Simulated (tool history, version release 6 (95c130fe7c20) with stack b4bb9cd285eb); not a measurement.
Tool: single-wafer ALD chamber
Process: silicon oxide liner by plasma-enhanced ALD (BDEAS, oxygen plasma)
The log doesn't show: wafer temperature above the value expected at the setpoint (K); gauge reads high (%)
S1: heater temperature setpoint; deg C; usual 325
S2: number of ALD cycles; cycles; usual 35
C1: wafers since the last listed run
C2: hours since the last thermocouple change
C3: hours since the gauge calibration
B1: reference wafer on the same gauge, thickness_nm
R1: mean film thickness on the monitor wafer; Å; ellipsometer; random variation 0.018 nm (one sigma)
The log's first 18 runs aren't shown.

{"run": 19, "hour": 886.5, "S1": 325, "S2": 30, "C1": 269, "C2": 763.3, "C3": 75.5, "B1": 3.836, "R1": 28.91}
{"hour": 928.6, "done": "thermocouple changed; heater temperature recalibrated"}
{"run": 20, "hour": 958.5, "S1": 325, "S2": 35, "C1": 503, "C2": 29.9, "C3": 147.5, "B1": 3.837, "R1": 34.09}
{"run": 21, "hour": 987.8, "S1": 321, "S2": 41, "C1": 230, "C2": 59.2, "C3": 176.8, "B1": 3.837, "R1": 39.91}
{"run": 22, "hour": 1032.1, "S1": 337, "S2": 32, "C1": 348, "C2": 103.5, "C3": 221.1, "B1": 3.841, "R1": 30.05}
{"run": 23, "hour": 1084.9, "S1": 325, "S2": 35, "C1": 415, "C2": 156.3, "C3": 273.9, "B1": 3.836, "R1": 33.27}
{"run": 24, "hour": 1118.2, "S1": 325, "S2": 35, "C1": 262, "C2": 189.6, "C3": 307.2, "B1": 3.845, "R1": 33.79}
{"run": 25, "hour": 1180.0, "S1": 325, "S2": 39, "C1": 486, "C2": 251.4, "C3": 369.0, "B1": 3.838, "R1": 37.63}
{"run": 26, "hour": 1240.1, "S1": 340, "S2": 35, "C1": 473, "C2": 311.5, "C3": 429.1, "B1": 3.838, "R1": 32.98}
{"run": 27, "hour": 1273.0, "S1": 337, "S2": 39, "C1": 259, "C2": 344.4, "C3": 462.0, "B1": 3.844, "R1": 37.02}
{"run": 28, "hour": 1314.6, "S1": 316, "S2": 39, "C1": 327, "C2": 386.0, "C3": 503.6, "B1": 3.839, "R1": 37.71}
{"run": 29, "hour": 1369.9, "S1": 330, "S2": 35, "C1": 435, "C2": 441.3, "C3": 558.9, "B1": 3.836, "R1": 33.31}
{"run": 30, "hour": 1555.3, "S1": 317, "S2": 41, "C1": 1459, "C2": 626.7, "C3": 744.3, "B1": 3.832, "R1": 40.06}
{"run": 31, "hour": 1579.6, "S1": 325, "S2": 35, "C1": 191, "C2": 651.0, "C3": 768.6, "B1": 3.837, "R1": 33.7}
{"run": 32, "hour": 1616.9, "S1": 331, "S2": 35, "C1": 293, "C2": 688.3, "C3": 805.9, "B1": 3.838, "R1": 33.55}
{"run": 33, "hour": 1673.1, "S1": 330, "S2": 40, "C1": 442, "C2": 744.5, "C3": 862.1, "B1": 3.84, "R1": 38.17}
{"run": 34, "hour": 1733.1, "S1": 332, "S2": 41, "C1": 472, "C2": 804.5, "C3": 922.1, "B1": 3.837, "R1": 39.28}
{"run": 35, "hour": 1759.7, "S1": 325, "S2": 35, "C1": 209, "C2": 831.1, "C3": 948.7, "B1": 3.843, "R1": 33.75}
{"run": 36, "hour": 1790.7, "S1": 325, "S2": 35, "C1": 244, "C2": 862.1, "C3": 979.7, "B1": 3.836, "R1": 33.69}
{"hour": 1801.4, "done": "thermocouple changed; heater temperature recalibrated"}
{"run": 37, "hour": 1818.9, "S1": 325, "S2": 35, "C1": 159, "C2": 17.5, "C3": 1007.9, "B1": 3.84, "R1": 34.0}
{"run": 38, "hour": 1873.6, "S1": 321, "S2": 41, "C1": 430, "C2": 72.2, "C3": 1062.6, "B1": 3.841, "R1": 39.76}

5 ways to go on from here, each from the tool as it stands after run 38. What would each give?
{"run": "A", "hour": 1874.0, "S1": 325, "S2": 35, "C1": 3, "C2": 72.6, "C3": 1063.0, "B1": "?", "R1": "?"}
{"run": "B", "hour": 1874.0, "S1": 319, "S2": 30, "C1": 3, "C2": 72.6, "C3": 1063.0, "B1": "?", "R1": "?"}
{"run": "C", "hour": 1874.0, "S1": 338, "S2": 31, "C1": 3, "C2": 72.6, "C3": 1063.0, "B1": "?", "R1": "?"}
{"run": "D", "hour": 1874.0, "S1": 325, "S2": 38, "C1": 3, "C2": 72.6, "C3": 1063.0, "B1": "?", "R1": "?"}
{"run": "E", "hour": 1874.0, "S1": 312, "S2": 35, "C1": 3, "C2": 72.6, "C3": 1063.0, "B1": "?", "R1": "?"}

run=A B1=3.837 R1=33.70
run=B B1=3.837 R1=29.13
run=C B1=3.837 R1=29.30
run=D B1=3.837 R1=36.59
run=E B1=3.837 R1=34.32
Without the tool's hidden state the same runs would have given:
run=A R1=33.70
run=B R1=29.13
run=C R1=29.30
run=D R1=36.59
run=E R1=34.32
